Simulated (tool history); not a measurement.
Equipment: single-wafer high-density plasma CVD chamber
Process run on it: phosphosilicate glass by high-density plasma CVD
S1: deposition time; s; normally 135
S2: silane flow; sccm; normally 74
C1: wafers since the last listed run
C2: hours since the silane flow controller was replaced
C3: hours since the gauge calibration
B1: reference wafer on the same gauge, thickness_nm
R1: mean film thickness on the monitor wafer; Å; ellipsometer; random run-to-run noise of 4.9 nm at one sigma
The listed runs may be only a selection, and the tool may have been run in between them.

run 1 hour=0 | S1=135 S2=74 | C1=0 C2=414 C3=810.7 | B1=1065.864 | R1=9425.77
run 2 hour=50.1 | S1=135 S2=74 | C1=830 C2=464.1 C3=860.8 | B1=1065.632 | R1=9272.08
run 3 hour=96 | S1=135 S2=74 | C1=761 C2=510 C3=906.7 | B1=1065.459 | R1=9427.06
run 4 hour=150 | S1=135 S2=74 | C1=895 C2=564 C3=960.7 | B1=1064.573 | R1=9327.83
run 5 hour=217 | S1=135 S2=74 | C1=1110 C2=631 C3=1027.7 | B1=1063.391 | R1=9368.3
run 6 hour=304.8 | S1=135 S2=74 | C1=1455 C2=718.8 C3=1115.5 | B1=1064.916 | R1=9290.18
run 7 hour=345.5 | S1=125 S2=85 | C1=674 C2=759.5 C3=1156.2 | B1=1065.143 | R1=9892.09
run 8 hour=415.8 | S1=135 S2=74 | C1=1165 C2=829.8 C3=1226.5 | B1=1065.987 | R1=9290.2
run 9 hour=479.6 | S1=135 S2=74 | C1=1057 C2=893.6 C3=1290.3 | B1=1064.668 | R1=9409.43
run 10 hour=540.6 | S1=135 S2=74 | C1=1011 C2=954.6 C3=1351.3 | B1=1065.21 | R1=9285.72
run 11 hour=586.1 | S1=135 S2=74 | C1=754 C2=1000.1 C3=1396.8 | B1=1065.685 | R1=9309.13
run 12 hour=637.8 | S1=135 S2=74 | C1=857 C2=1051.8 C3=1448.5 | B1=1065.069 | R1=9295.55
run 13 hour=733.6 | S1=135 S2=74 | C1=1588 C2=1147.6 C3=1544.3 | B1=1064.005 | R1=9220.35
run 14 hour=829 | S1=135 S2=74 | C1=1581 C2=1243 C3=1639.7 | B1=1063.397 | R1=9210.29
run 15 hour=890.3 | S1=135 S2=74 | C1=1016 C2=1304.3 C3=1701 | B1=1064.95 | R1=9212.15
run 16 hour=963.2 | S1=135 S2=74 | C1=1208 C2=1377.2 C3=1773.9 | B1=1063.471 | R1=9167.46
run 17 hour=1033 | S1=148 S2=69 | C1=1157 C2=1447 C3=1843.7 | B1=1064.319 | R1=9394.86
run 18 hour=1104.2 | S1=148 S2=69 | C1=1180 C2=1518.2 C3=1914.9 | B1=1064.853 | R1=9430.04
-- hour=1167.8 gauge calibrated
run 19 hour=1172.4 | S1=127 S2=74 | C1=1130 C2=1586.4 C3=4.6 | B1=1064.508 | R1=8606.17
run 20 hour=1264.2 | S1=127 S2=74 | C1=1522 C2=1678.2 C3=96.4 | B1=1063.371 | R1=8483.13
-- hour=1285.1 silane flow controller replaced
run 21 hour=1489 | S1=125 S2=85 | C1=3594 C2=203.9 C3=321.2 | B1=1065.02 | R1=10046.79
run 22 hour=1569.2 | S1=150 S2=80 | C1=1329 C2=284.1 C3=401.4 | B1=1065.427 | R1=11238.04
run 23 hour=1646 | S1=119 S2=79 | C1=1273 C2=360.9 C3=478.2 | B1=1063.884 | R1=8828.07
run 24 hour=1720.9 | S1=135 S2=74 | C1=1241 C2=435.8 C3=553.1 | B1=1063.86 | R1=9289.32
run 25 hour=1768.5 | S1=120 S2=63 | C1=789 C2=483.4 C3=600.7 | B1=1063.851 | R1=7077.87
run 26 hour=1866.9 | S1=135 S2=74 | C1=1631 C2=581.8 C3=699.1 | B1=1065.031 | R1=9389.39
run 27 hour=1947.8 | S1=109 S2=64 | C1=1341 C2=662.7 C3=780 | B1=1065.129 | R1=6520.56
run 28 hour=2047.8 | S1=146 S2=74 | C1=1658 C2=762.7 C3=880 | B1=1064.902 | R1=10066.35
run 29 hour=2105.1 | S1=135 S2=74 | C1=950 C2=820 C3=937.3 | B1=1065.944 | R1=9252.79
run 30 hour=2185.1 | S1=135 S2=74 | C1=1326 C2=900 C3=1017.3 | B1=1063.972 | R1=9367.41
run 31 hour=2229.4 | S1=135 S2=74 | C1=734 C2=944.3 C3=1061.6 | B1=1065.372 | R1=9279.86
run 32 hour=2322.2 | S1=144 S2=81 | C1=1538 C2=1037.1 C3=1154.4 | B1=1064.223 | R1=10848.16
run 33 hour=2400.8 | S1=159 S2=74 | C1=1303 C2=1115.7 C3=1233 | B1=1064.557 | R1=10977.61
run 34 hour=2466.5 | S1=151 S2=62 | C1=1089 C2=1181.4 C3=1298.7 | B1=1064.028 | R1=8655.09
run 35 hour=2521.2 | S1=135 S2=74 | C1=907 C2=1236.1 C3=1353.4 | B1=1065.107 | R1=9230.24
run 36 hour=2598 | S1=135 S2=74 | C1=1273 C2=1312.9 C3=1430.2 | B1=1064.248 | R1=9191.82
run 37 hour=2705.8 | S1=116 S2=67 | C1=1787 C2=1420.7 C3=1538 | B1=1065.588 | R1=7149.28
run 38 hour=2798.2 | S1=149 S2=85 | C1=1532 C2=1513.1 C3=1630.4 | B1=1064.933 | R1=11542.92
run 39 hour=2844.5 | S1=147 S2=87 | C1=767 C2=1559.4 C3=1676.7 | B1=1064.721 | R1=11590
run 40 hour=2951.7 | S1=119 S2=69 | C1=1777 C2=1666.6 C3=1783.9 | B1=1066.106 | R1=7456.68

Difference, measured minus no-hidden-state, one row per run. Run-to-run variation is common to both terms; the gauge's own scatter need not be:
The hidden state here: delivered silane flow above the setpoint (%); gauge reads high (%).
run=1 R1=-5.82
run=2 R1=-10.6
run=3 R1=-15.81
run=4 R1=-22.11
run=5 R1=-31.19
run=6 R1=-44.16
run=7 R1=-54.18
run=8 R1=-63.4
run=9 R1=-76.73
run=10 R1=-88.42
run=11 R1=-98.7
run=12 R1=-110.58
run=13 R1=-133.44
run=14 R1=-159.12
run=15 R1=-176.92
run=16 R1=-198.3
run=17 R1=-226.29
run=18 R1=-252.08
run=19 R1=-253.01
run=20 R1=-281.6
run=21 R1=-26.81
run=22 R1=-35.26
run=23 R1=-32.94
run=24 R1=-41.32
run=25 R1=-35.21
run=26 R1=-58.57
run=27 R1=-48.61
run=28 R1=-92.41
run=29 R1=-95.13
run=30 R1=-112.02
run=31 R1=-120.23
run=32 R1=-164.99
run=33 R1=-189.81
run=34 R1=-165.79
run=35 R1=-191.93
run=36 R1=-213.53
run=37 R1=-192.45
run=38 R1=-350.17
run=39 R1=-372.49
run=40 R1=-272.53

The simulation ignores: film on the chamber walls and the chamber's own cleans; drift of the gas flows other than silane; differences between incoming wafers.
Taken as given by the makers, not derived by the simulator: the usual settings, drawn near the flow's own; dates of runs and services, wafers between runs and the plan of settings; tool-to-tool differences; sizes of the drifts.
